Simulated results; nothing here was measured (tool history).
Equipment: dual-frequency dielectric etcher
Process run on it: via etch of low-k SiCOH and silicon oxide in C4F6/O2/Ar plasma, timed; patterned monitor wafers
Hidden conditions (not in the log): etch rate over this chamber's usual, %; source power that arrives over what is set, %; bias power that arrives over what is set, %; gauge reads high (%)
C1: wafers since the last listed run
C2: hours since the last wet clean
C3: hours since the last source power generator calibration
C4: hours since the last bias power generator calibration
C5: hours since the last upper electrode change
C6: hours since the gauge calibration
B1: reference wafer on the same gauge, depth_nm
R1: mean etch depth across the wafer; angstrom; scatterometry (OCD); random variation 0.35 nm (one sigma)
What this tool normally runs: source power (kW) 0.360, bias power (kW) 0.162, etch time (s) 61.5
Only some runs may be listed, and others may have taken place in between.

{"run": 1, "hour": 0.0, "source power (kW)": 0.36, "bias power (kW)": 0.162, "etch time (s)": 61.5, "C1": 0, "C2": 207.8, "C3": 2343.9, "C4": 2634.4, "C5": 3289.0, "C6": 183.9, "B1": 133.0, "R1": 1445}
{"run": 2, "hour": 6.9, "source power (kW)": 0.36, "bias power (kW)": 0.162, "etch time (s)": 61.5, "C1": 112, "C2": 214.7, "C3": 2350.8, "C4": 2641.3, "C5": 3295.9, "C6": 190.8, "B1": 133.0, "R1": 1442}
{"run": 3, "hour": 21.1, "source power (kW)": 0.36, "bias power (kW)": 0.162, "etch time (s)": 61.5, "C1": 232, "C2": 228.9, "C3": 2365.0, "C4": 2655.5, "C5": 3310.1, "C6": 205.0, "B1": 133.1, "R1": 1439}
{"run": 4, "hour": 28.4, "source power (kW)": 0.36, "bias power (kW)": 0.162, "etch time (s)": 61.5, "C1": 119, "C2": 236.2, "C3": 2372.3, "C4": 2662.8, "C5": 3317.4, "C6": 212.3, "B1": 133.0, "R1": 1440}
{"run": 5, "hour": 41.2, "source power (kW)": 0.29, "bias power (kW)": 0.162, "etch time (s)": 61.5, "C1": 209, "C2": 249.0, "C3": 2385.1, "C4": 2675.6, "C5": 3330.2, "C6": 225.1, "B1": 133.0, "R1": 1263}
{"run": 6, "hour": 82.4, "source power (kW)": 0.36, "bias power (kW)": 0.162, "etch time (s)": 61.5, "C1": 673, "C2": 290.2, "C3": 2426.3, "C4": 2716.8, "C5": 3371.4, "C6": 266.3, "B1": 132.9, "R1": 1437}
{"hour": 125.6, "done": "bias power generator calibrated"}
{"run": 7, "hour": 131.3, "source power (kW)": 0.36, "bias power (kW)": 0.162, "etch time (s)": 61.5, "C1": 734, "C2": 339.1, "C3": 2475.2, "C4": 5.7, "C5": 3420.3, "C6": 315.2, "B1": 133.1, "R1": 1430}
{"run": 8, "hour": 147.6, "source power (kW)": 0.36, "bias power (kW)": 0.162, "etch time (s)": 61.5, "C1": 266, "C2": 355.4, "C3": 2491.5, "C4": 22.0, "C5": 3436.6, "C6": 331.5, "B1": 133.1, "R1": 1438}
{"run": 9, "hour": 162.0, "source power (kW)": 0.39, "bias power (kW)": 0.162, "etch time (s)": 61.5, "C1": 235, "C2": 369.8, "C3": 2505.9, "C4": 36.4, "C5": 3451.0, "C6": 345.9, "B1": 132.9, "R1": 1504}
{"run": 10, "hour": 171.5, "source power (kW)": 0.36, "bias power (kW)": 0.181, "etch time (s)": 47.0, "C1": 155, "C2": 379.3, "C3": 2515.4, "C4": 45.9, "C5": 3460.5, "C6": 355.4, "B1": 132.9, "R1": 1146}
{"run": 11, "hour": 187.6, "source power (kW)": 0.36, "bias power (kW)": 0.181, "etch time (s)": 47.0, "C1": 263, "C2": 395.4, "C3": 2531.5, "C4": 62.0, "C5": 3476.6, "C6": 371.5, "B1": 133.0, "R1": 1154}
{"hour": 223.9, "done": "wet clean of the chamber"}
{"run": 12, "hour": 224.4, "source power (kW)": 0.41, "bias power (kW)": 0.162, "etch time (s)": 61.5, "C1": 209, "C2": 0.5, "C3": 2568.3, "C4": 98.8, "C5": 3513.4, "C6": 408.3, "B1": 133.1, "R1": 1562}
{"run": 13, "hour": 224.7, "source power (kW)": 0.36, "bias power (kW)": 0.162, "etch time (s)": 61.5, "C1": 4, "C2": 0.8, "C3": 2568.6, "C4": 99.1, "C5": 3513.7, "C6": 408.6, "B1": 132.9, "R1": 1458}
{"run": 14, "hour": 225.1, "source power (kW)": 0.36, "bias power (kW)": 0.162, "etch time (s)": 61.5, "C1": 6, "C2": 1.2, "C3": 2569.0, "C4": 99.5, "C5": 3514.1, "C6": 409.0, "B1": 132.9, "R1": 1452}
{"run": 15, "hour": 236.2, "source power (kW)": 0.36, "bias power (kW)": 0.162, "etch time (s)": 61.5, "C1": 181, "C2": 12.3, "C3": 2580.1, "C4": 110.6, "C5": 3525.2, "C6": 420.1, "B1": 133.0, "R1": 1452}
{"run": 16, "hour": 251.1, "source power (kW)": 0.41, "bias power (kW)": 0.123, "etch time (s)": 70.5, "C1": 243, "C2": 27.2, "C3": 2595.0, "C4": 125.5, "C5": 3540.1, "C6": 435.0, "B1": 133.0, "R1": 1603}
{"run": 17, "hour": 266.5, "source power (kW)": 0.36, "bias power (kW)": 0.162, "etch time (s)": 61.5, "C1": 251, "C2": 42.6, "C3": 2610.4, "C4": 140.9, "C5": 3555.5, "C6": 450.4, "B1": 133.0, "R1": 1444}
{"hour": 277.4, "done": "source power generator calibrated"}
{"run": 18, "hour": 282.8, "source power (kW)": 0.32, "bias power (kW)": 0.162, "etch time (s)": 61.5, "C1": 201, "C2": 58.9, "C3": 5.4, "C4": 157.2, "C5": 3571.8, "C6": 466.7, "B1": 132.9, "R1": 1358}
{"hour": 310.7, "done": "upper electrode replaced"}
{"run": 19, "hour": 311.2, "source power (kW)": 0.36, "bias power (kW)": 0.162, "etch time (s)": 61.5, "C1": 71, "C2": 87.3, "C3": 33.8, "C4": 185.6, "C5": 0.5, "C6": 495.1, "B1": 133.0, "R1": 1449}
{"run": 20, "hour": 311.5, "source power (kW)": 0.29, "bias power (kW)": 0.138, "etch time (s)": 78.0, "C1": 4, "C2": 87.6, "C3": 34.1, "C4": 185.9, "C5": 0.8, "C6": 495.4, "B1": 133.1, "R1": 1505}
{"hour": 316.9, "done": "gauge calibrated"}
{"run": 21, "hour": 334.6, "source power (kW)": 0.36, "bias power (kW)": 0.162, "etch time (s)": 61.5, "C1": 377, "C2": 110.7, "C3": 57.2, "C4": 209.0, "C5": 23.9, "C6": 17.7, "B1": 133.0, "R1": 1449}
{"run": 22, "hour": 348.0, "source power (kW)": 0.36, "bias power (kW)": 0.162, "etch time (s)": 61.5, "C1": 219, "C2": 124.1, "C3": 70.6, "C4": 222.4, "C5": 37.3, "C6": 31.1, "B1": 133.0, "R1": 1450}
{"run": 23, "hour": 357.6, "source power (kW)": 0.36, "bias power (kW)": 0.152, "etch time (s)": 56.0, "C1": 156, "C2": 133.7, "C3": 80.2, "C4": 232.0, "C5": 46.9, "C6": 40.7, "B1": 133.1, "R1": 1285}
{"run": 24, "hour": 382.1, "source power (kW)": 0.36, "bias power (kW)": 0.131, "etch time (s)": 79.0, "C1": 400, "C2": 158.2, "C3": 104.7, "C4": 256.5, "C5": 71.4, "C6": 65.2, "B1": 133.0, "R1": 1706}
{"run": 25, "hour": 396.8, "source power (kW)": 0.36, "bias power (kW)": 0.172, "etch time (s)": 53.0, "C1": 240, "C2": 172.9, "C3": 119.4, "C4": 271.2, "C5": 86.1, "C6": 79.9, "B1": 133.0, "R1": 1274}
{"run": 26, "hour": 406.0, "source power (kW)": 0.36, "bias power (kW)": 0.162, "etch time (s)": 61.5, "C1": 150, "C2": 182.1, "C3": 128.6, "C4": 280.4, "C5": 95.3, "C6": 89.1, "B1": 133.0, "R1": 1444}
{"run": 27, "hour": 421.9, "source power (kW)": 0.41, "bias power (kW)": 0.13, "etch time (s)": 67.5, "C1": 260, "C2": 198.0, "C3": 144.5, "C4": 296.3, "C5": 111.2, "C6": 105.0, "B1": 132.9, "R1": 1563}
{"run": 28, "hour": 434.8, "source power (kW)": 0.42, "bias power (kW)": 0.162, "etch time (s)": 61.5, "C1": 210, "C2": 210.9, "C3": 157.4, "C4": 309.2, "C5": 124.1, "C6": 117.9, "B1": 133.0, "R1": 1571}
{"run": 29, "hour": 452.4, "source power (kW)": 0.34, "bias power (kW)": 0.126, "etch time (s)": 79.5, "C1": 287, "C2": 228.5, "C3": 175.0, "C4": 326.8, "C5": 141.7, "C6": 135.5, "B1": 133.0, "R1": 1629}
{"run": 30, "hour": 463.3, "source power (kW)": 0.34, "bias power (kW)": 0.187, "etch time (s)": 68.5, "C1": 178, "C2": 239.4, "C3": 185.9, "C4": 337.7, "C5": 152.6, "C6": 146.4, "B1": 132.9, "R1": 1648}
{"run": 31, "hour": 477.1, "source power (kW)": 0.36, "bias power (kW)": 0.162, "etch time (s)": 61.5, "C1": 225, "C2": 253.2, "C3": 199.7, "C4": 351.5, "C5": 166.4, "C6": 160.2, "B1": 133.1, "R1": 1442}

Alternative continuations, all from the tool just after run 31; predict every row:
{"run": "A", "hour": 477.5, "source power (kW)": 0.31, "bias power (kW)": 0.162, "etch time (s)": 61.5, "C1": 6, "C2": 253.6, "C3": 200.1, "C4": 351.9, "C5": 166.8, "C6": 160.6, "B1": "?", "R1": "?"}
{"run": "B", "hour": 477.5, "source power (kW)": 0.39, "bias power (kW)": 0.128, "etch time (s)": 77.5, "C1": 6, "C2": 253.6, "C3": 200.1, "C4": 351.9, "C5": 166.8, "C6": 160.6, "B1": "?", "R1": "?"}
{"run": "C", "hour": 477.5, "source power (kW)": 0.43, "bias power (kW)": 0.123, "etch time (s)": 73.0, "C1": 6, "C2": 253.6, "C3": 200.1, "C4": 351.9, "C5": 166.8, "C6": 160.6, "B1": "?", "R1": "?"}

run=A B1=133.0 R1=1319
run=B B1=133.0 R1=1734
run=C B1=133.0 R1=1699
With no hidden state in the tool, these same runs would have given:
run=A R1=1329
run=B R1=1747
run=C R1=1711
